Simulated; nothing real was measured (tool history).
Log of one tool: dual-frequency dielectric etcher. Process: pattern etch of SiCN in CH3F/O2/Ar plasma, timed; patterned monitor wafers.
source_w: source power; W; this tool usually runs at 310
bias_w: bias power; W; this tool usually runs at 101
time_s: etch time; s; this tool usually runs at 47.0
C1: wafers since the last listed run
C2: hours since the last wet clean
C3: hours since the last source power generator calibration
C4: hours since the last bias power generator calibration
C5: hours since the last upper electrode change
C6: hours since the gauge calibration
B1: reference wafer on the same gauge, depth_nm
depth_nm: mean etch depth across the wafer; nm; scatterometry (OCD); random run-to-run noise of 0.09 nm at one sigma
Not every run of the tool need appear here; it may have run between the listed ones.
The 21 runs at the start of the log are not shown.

run 22 hour=1014.0 | source_w=310 bias_w=101 time_s=40.0 | C1=600 C2=409.3 C3=542.7 C4=161.7 C5=581.0 C6=648.4 | B1=20.94 | depth_nm=16.03
run 23 hour=1054.7 | source_w=350 bias_w=122 time_s=50.5 | C1=437 C2=450.0 C3=583.4 C4=202.4 C5=621.7 C6=689.1 | B1=20.96 | depth_nm=23.04
run 24 hour=1124.8 | source_w=310 bias_w=101 time_s=47.0 | C1=754 C2=520.1 C3=653.5 C4=272.5 C5=691.8 C6=759.2 | B1=20.93 | depth_nm=18.92
run 25 hour=1156.8 | source_w=310 bias_w=84 time_s=47.0 | C1=344 C2=552.1 C3=685.5 C4=304.5 C5=723.8 C6=791.2 | B1=20.87 | depth_nm=17.70
-- hour=1221.4 wet clean of the chamber
run 26 hour=1221.9 | source_w=310 bias_w=101 time_s=47.0 | C1=442 C2=0.5 C3=750.6 C4=369.6 C5=788.9 C6=856.3 | B1=20.89 | depth_nm=18.72
run 27 hour=1273.3 | source_w=270 bias_w=91 time_s=38.5 | C1=553 C2=51.9 C3=802.0 C4=421.0 C5=840.3 C6=907.7 | B1=20.90 | depth_nm=13.66
run 28 hour=1309.3 | source_w=340 bias_w=124 time_s=47.0 | C1=387 C2=87.9 C3=838.0 C4=457.0 C5=876.3 C6=943.7 | B1=20.92 | depth_nm=21.15
run 29 hour=1371.0 | source_w=340 bias_w=83 time_s=37.0 | C1=663 C2=149.6 C3=899.7 C4=518.7 C5=938.0 C6=1005.4 | B1=20.93 | depth_nm=14.67
run 30 hour=1422.3 | source_w=270 bias_w=91 time_s=47.0 | C1=551 C2=200.9 C3=951.0 C4=570.0 C5=989.3 C6=1056.7 | B1=20.90 | depth_nm=16.74
run 31 hour=1477.9 | source_w=370 bias_w=101 time_s=42.0 | C1=598 C2=256.5 C3=1006.6 C4=625.6 C5=1044.9 C6=1112.3 | B1=20.93 | depth_nm=18.46

3 options for the next run, each taken on its own from the tool as it stands now. Forecast them:
run A hour=1478.3 | source_w=310 bias_w=101 time_s=39.0 | C1=4 C2=256.9 C3=1007.0 C4=626.0 C5=1045.3 C6=1112.7 | B1=? | depth_nm=?
run B hour=1478.3 | source_w=310 bias_w=76 time_s=47.0 | C1=4 C2=256.9 C3=1007.0 C4=626.0 C5=1045.3 C6=1112.7 | B1=? | depth_nm=?
run C hour=1478.3 | source_w=310 bias_w=86 time_s=47.0 | C1=4 C2=256.9 C3=1007.0 C4=626.0 C5=1045.3 C6=1112.7 | B1=? | depth_nm=?

run=A B1=20.90 depth_nm=15.65
run=B B1=20.90 depth_nm=17.34
run=C B1=20.90 depth_nm=17.96
Without the tool's hidden state the same runs would have given:
run=A depth_nm=15.65
run=B depth_nm=17.34
run=C depth_nm=17.96
